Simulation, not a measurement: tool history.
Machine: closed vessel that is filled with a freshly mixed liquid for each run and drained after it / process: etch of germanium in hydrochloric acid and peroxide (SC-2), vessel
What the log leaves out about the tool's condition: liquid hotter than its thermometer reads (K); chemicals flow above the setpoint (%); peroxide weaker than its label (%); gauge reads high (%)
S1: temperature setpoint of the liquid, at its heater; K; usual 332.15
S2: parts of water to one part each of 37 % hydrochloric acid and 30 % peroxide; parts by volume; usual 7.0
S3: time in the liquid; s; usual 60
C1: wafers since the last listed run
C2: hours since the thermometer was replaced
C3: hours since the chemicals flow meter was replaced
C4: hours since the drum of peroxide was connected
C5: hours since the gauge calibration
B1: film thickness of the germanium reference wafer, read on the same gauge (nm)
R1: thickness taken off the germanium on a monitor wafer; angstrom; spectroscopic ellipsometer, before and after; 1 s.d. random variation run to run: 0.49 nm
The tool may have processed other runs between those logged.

run   hour      S1   S2  S3    C1      C2      C3     C4     C5      B1      R1
  1    0.0  332.15  7.0  60     0  2461.0  1874.2  572.4   74.1  140.00  2059.9
  2   12.4  325.15  7.0  80  1887  2473.4  1886.6  584.8   86.5  140.00  2234.0
  3   24.0  325.15  7.0  80  1765  2485.0  1898.2  596.4   98.1  139.98  2223.3
  4   35.8  332.15  9.5  60  1795  2496.8  1910.0  608.2  109.9  140.00  2016.5
  5   50.7  332.15  9.5  60  2267  2511.7  1924.9  623.1  124.8  140.00  2008.9
  6   67.8  332.15  7.0  60  2602  2528.8  1942.0  640.2  141.9  139.96  2081.3
  7   75.2  332.15  7.0  60  1126  2536.2  1949.4  647.6  149.3  140.02  2065.4
  8   87.7  332.15  7.0  60  1902  2548.7  1961.9  660.1  161.8  140.02  2068.9
  9  100.5  332.15  7.0  60  1948  2561.5  1974.7  672.9  174.6  140.03  2058.4
 10  116.3  332.15  7.0  60  2404  2577.3  1990.5  688.7  190.4  140.00  2073.1
 11  123.8  332.15  7.0  60  1141  2584.8  1998.0  696.2  197.9  140.00  2067.6
 12  130.5  332.15  7.0  60  1019  2591.5  2004.7  702.9  204.6  139.96  2066.1
     134.1  -- new drum of peroxide connected
 13  142.9  330.15  5.0  60  1734  2603.9  2017.1    8.8  217.0  140.00  1993.4
 14  151.3  325.65  5.5  35  1278  2612.3  2025.5   17.2  225.4  140.03  1006.0
 15  157.6  332.15  7.0  60   958  2618.6  2031.8   23.5  231.7  139.98  2068.3
     160.5  -- chemicals flow meter replaced
 16  165.6  332.15  7.0  60  1065  2626.6     5.1   31.5  239.7  140.02  2073.8
 17  176.3  332.15  7.0  60  1628  2637.3    15.8   42.2  250.4  139.96  2074.6
 18  187.6  328.15  7.0  90  1719  2648.6    27.1   53.5  261.7  140.01  2758.0
 19  198.4  332.15  7.0  60  1643  2659.4    37.9   64.3  272.5  140.02  2064.7
     201.4  -- thermometer replaced
 20  212.7  332.15  7.0  60  2024    11.3    52.2   78.6  286.8  139.97  1900.7
     213.7  -- gauge calibrated
 21  226.9  335.65  9.5  35  2161    25.5    66.4   92.8   13.2  139.99  1197.2
 22  239.2  332.15  9.0  60  1871    37.8    78.7  105.1   25.5  140.00  1858.7
 23  250.9  332.15  8.0  75  1780    49.5    90.4  116.8   37.2  139.99  2361.9
 24  262.5  325.65  7.0  45  1765    61.1   102.0  128.4   48.8  140.02  1165.1
 25  274.3  332.15  7.0  90  1795    72.9   113.8  140.2   60.6  139.98  2855.6
 26  287.9  323.65  7.0  40  2069    86.5   127.4  153.8   74.2  139.99   981.1
 27  298.7  339.15  7.0  60  1643    97.3   138.2  164.6   85.0  140.00  2344.0
 28  314.7  323.65  7.0  60  2435   113.3   154.2  180.6  101.0  140.02  1462.8
 29  331.3  332.15  5.5  60  2526   129.9   170.8  197.2  117.6  139.97  1930.0
 30  340.5  337.15  7.0  85  1400   139.1   180.0  206.4  126.8  139.97  3134.9
 31  353.4  332.15  7.0  60  1963   152.0   192.9  219.3  139.7  140.00  1902.5

What if the next run were any one of these 3? Each begins from the tool's condition after run 31:
  A  354.1  332.15  7.0  60  106  152.7  193.6  220.0  140.4   ?   ?
  B  354.1  332.15  7.0  45  106  152.7  193.6  220.0  140.4   ?   ?
  C  354.1  332.15  8.0  60  106  152.7  193.6  220.0  140.4   ?   ?

run      B1      R1
  A  140.00  1911.6
  B  140.00  1433.7
  C  140.00  1893.5
Stripped of hidden state, with their random variation kept, the same runs would have yielded:
run      R1
  A  1896.2
  B  1422.2
  C  1878.3
